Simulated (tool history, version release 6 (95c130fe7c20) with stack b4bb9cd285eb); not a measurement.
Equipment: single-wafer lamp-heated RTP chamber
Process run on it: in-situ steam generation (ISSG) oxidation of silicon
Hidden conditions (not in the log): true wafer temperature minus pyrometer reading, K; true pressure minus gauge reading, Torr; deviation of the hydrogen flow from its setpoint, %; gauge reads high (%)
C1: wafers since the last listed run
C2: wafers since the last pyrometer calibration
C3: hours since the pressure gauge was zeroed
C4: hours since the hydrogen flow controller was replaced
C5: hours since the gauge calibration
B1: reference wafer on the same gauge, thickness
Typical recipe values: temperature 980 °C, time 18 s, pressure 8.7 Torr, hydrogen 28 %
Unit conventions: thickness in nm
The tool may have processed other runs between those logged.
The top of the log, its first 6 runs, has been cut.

run 7 day=8.642 | temperature=980 time=24 pressure=8.7 hydrogen=26 | C1=84 C2=2783 C3=1508.6 C4=6291.7 C5=68.5 | B1=6.600 | thickness=6.687
run 8 day=9.604 | temperature=980 time=18 pressure=8.7 hydrogen=28 | C1=126 C2=2910 C3=1531.7 C4=6314.8 C5=91.6 | B1=6.585 | thickness=5.942
run 9 day=10.521 | temperature=969 time=25 pressure=9.2 hydrogen=32 | C1=120 C2=3030 C3=1553.7 C4=6336.8 C5=113.6 | B1=6.597 | thickness=6.797
run 10 day=11.471 | temperature=980 time=14 pressure=8.7 hydrogen=21 | C1=124 C2=3154 C3=1576.5 C4=6359.6 C5=136.4 | B1=6.593 | thickness=5.049
-- day=12.221 pyrometer window cleaned and pyrometer calibrated
run 11 day=12.642 | temperature=990 time=13 pressure=8.2 hydrogen=18 | C1=109 C2=55 C3=1604.6 C4=6387.7 C5=164.5 | B1=6.590 | thickness=4.812
run 12 day=13.638 | temperature=980 time=20 pressure=7.5 hydrogen=32 | C1=130 C2=185 C3=1628.5 C4=6411.6 C5=188.4 | B1=6.587 | thickness=6.445
-- day=14.075 pressure gauge zeroed
run 13 day=14.225 | temperature=980 time=18 pressure=8.7 hydrogen=28 | C1=33 C2=218 C3=3.6 C4=6425.7 C5=202.5 | B1=6.594 | thickness=5.876
run 14 day=14.904 | temperature=969 time=18 pressure=9.3 hydrogen=28 | C1=88 C2=307 C3=19.9 C4=6442.0 C5=218.8 | B1=6.587 | thickness=5.629
run 15 day=15.504 | temperature=980 time=18 pressure=10.1 hydrogen=28 | C1=78 C2=386 C3=34.3 C4=6456.4 C5=233.2 | B1=6.593 | thickness=5.743
-- day=15.888 hydrogen flow controller replaced
run 16 day=16.962 | temperature=980 time=18 pressure=8.7 hydrogen=30 | C1=147 C2=533 C3=69.3 C4=25.8 C5=268.2 | B1=6.588 | thickness=6.013
run 17 day=18.450 | temperature=980 time=18 pressure=9.9 hydrogen=28 | C1=194 C2=728 C3=105.0 C4=61.5 C5=303.9 | B1=6.593 | thickness=5.778
run 18 day=18.962 | temperature=980 time=23 pressure=8.7 hydrogen=28 | C1=67 C2=795 C3=117.3 C4=73.8 C5=316.2 | B1=6.592 | thickness=6.559
run 19 day=19.833 | temperature=980 time=18 pressure=8.7 hydrogen=28 | C1=114 C2=909 C3=138.2 C4=94.7 C5=337.1 | B1=6.587 | thickness=5.878
run 20 day=21.304 | temperature=980 time=15 pressure=7.4 hydrogen=28 | C1=192 C2=1102 C3=173.5 C4=130.0 C5=372.4 | B1=6.588 | thickness=5.509
run 21 day=22.221 | temperature=960 time=18 pressure=8.7 hydrogen=28 | C1=120 C2=1222 C3=195.5 C4=152.0 C5=394.4 | B1=6.592 | thickness=5.491
run 22 day=23.500 | temperature=980 time=18 pressure=8.7 hydrogen=28 | C1=167 C2=1390 C3=226.2 C4=182.7 C5=425.1 | B1=6.591 | thickness=5.928
run 23 day=24.067 | temperature=980 time=14 pressure=8.7 hydrogen=18 | C1=74 C2=1464 C3=239.8 C4=196.3 C5=438.7 | B1=6.588 | thickness=4.785
run 24 day=25.417 | temperature=980 time=22 pressure=8.7 hydrogen=28 | C1=176 C2=1641 C3=272.2 C4=228.7 C5=471.1 | B1=6.587 | thickness=6.467
run 25 day=26.429 | temperature=980 time=21 pressure=8.2 hydrogen=28 | C1=132 C2=1774 C3=296.5 C4=253.0 C5=495.4 | B1=6.593 | thickness=6.382
run 26 day=27.350 | temperature=992 time=18 pressure=9.5 hydrogen=28 | C1=120 C2=1894 C3=318.6 C4=275.1 C5=517.5 | B1=6.593 | thickness=6.082
run 27 day=27.888 | temperature=980 time=24 pressure=8.7 hydrogen=28 | C1=70 C2=1965 C3=331.5 C4=288.0 C5=530.4 | B1=6.598 | thickness=6.721
run 28 day=29.212 | temperature=980 time=18 pressure=8.7 hydrogen=28 | C1=173 C2=2138 C3=363.3 C4=319.8 C5=562.2 | B1=6.594 | thickness=5.931
run 29 day=32.283 | temperature=974 time=16 pressure=8.2 hydrogen=32 | C1=402 C2=2541 C3=437.0 C4=393.5 C5=635.9 | B1=6.582 | thickness=5.782
run 30 day=32.908 | temperature=980 time=23 pressure=7.4 hydrogen=24 | C1=81 C2=2623 C3=452.0 C4=408.5 C5=650.9 | B1=6.591 | thickness=6.446

5 ways to go on from here, each from the tool as it stands after run 30. What would each give?
run A day=32.929 | temperature=991 time=18 pressure=8.7 hydrogen=28 | C1=2 C2=2625 C3=452.5 C4=409.0 C5=651.4 | B1=? | thickness=?
run B day=32.929 | temperature=989 time=18 pressure=8.7 hydrogen=32 | C1=2 C2=2625 C3=452.5 C4=409.0 C5=651.4 | B1=? | thickness=?
run C day=32.929 | temperature=963 time=18 pressure=9.3 hydrogen=28 | C1=2 C2=2625 C3=452.5 C4=409.0 C5=651.4 | B1=? | thickness=?
run D day=32.929 | temperature=994 time=12 pressure=7.3 hydrogen=28 | C1=2 C2=2625 C3=452.5 C4=409.0 C5=651.4 | B1=? | thickness=?
run E day=32.929 | temperature=980 time=11 pressure=8.7 hydrogen=28 | C1=2 C2=2625 C3=452.5 C4=409.0 C5=651.4 | B1=? | thickness=?

run=A B1=6.590 thickness=6.219
run=B B1=6.590 thickness=6.385
run=C B1=6.590 thickness=5.582
run=D B1=6.590 thickness=5.335
run=E B1=6.590 thickness=4.880
Take away the tool's hidden state, keep each run's random variation, and the runs would have read:
run=A thickness=6.120
run=B thickness=6.285
run=C thickness=5.508
run=D thickness=5.260
run=E thickness=4.820
